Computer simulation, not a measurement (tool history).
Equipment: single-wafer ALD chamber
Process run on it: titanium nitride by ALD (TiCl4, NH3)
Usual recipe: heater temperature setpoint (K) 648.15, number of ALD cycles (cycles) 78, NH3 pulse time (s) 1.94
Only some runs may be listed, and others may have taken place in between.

run	hour	heater temperature setpoint (K)	number of ALD cycles (cycles)	NH3 pulse time (s)	read-back reference wafer on the same gauge, thickness_nm	mean film thickness on the monitor wafer (angstrom)
1	0.0	648.15	78	1.94	1.422	17.42
2	13.2	648.15	78	1.94	1.418	17.41
3	39.0	653.15	78	1.94	1.418	17.44
4	59.4	648.15	66	1.94	1.422	14.74
5	91.2	648.15	66	1.94	1.421	14.73
6	117.0	648.15	66	1.94	1.421	14.64
7	152.6	648.15	78	1.94	1.421	17.44
8	178.6	648.15	66	1.94	1.421	14.69
9	194.2	638.15	66	2.18	1.421	14.63
10	224.7	660.15	94	1.18	1.421	20.37
11	250.3	648.15	78	1.94	1.421	17.29
12	284.5	653.15	90	1.94	1.422	20.06
13	304.4	635.15	78	2.20	1.419	17.22
14	340.1	648.15	78	1.94	1.420	17.37

Not shown here: 4 entries made in the log between runs. Locate each between two listed runs and compare the hidden state at the listed run before it with the hidden state at the listed run after it:
Logged between run 2 and run 3: gauge calibrated (hour 15.2)
  the hidden state is the same at both runs
Logged between run 7 and run 8: showerhead replaced (hour 176.5)
  the hidden state is the same at both runs
Logged between run 8 and run 9: thermocouple changed; heater temperature recalibrated (hour 193.7)
  the hidden state is the same at both runs
Logged between run 11 and run 12: gauge calibrated (hour 257.5)
  the hidden state is the same at both runs
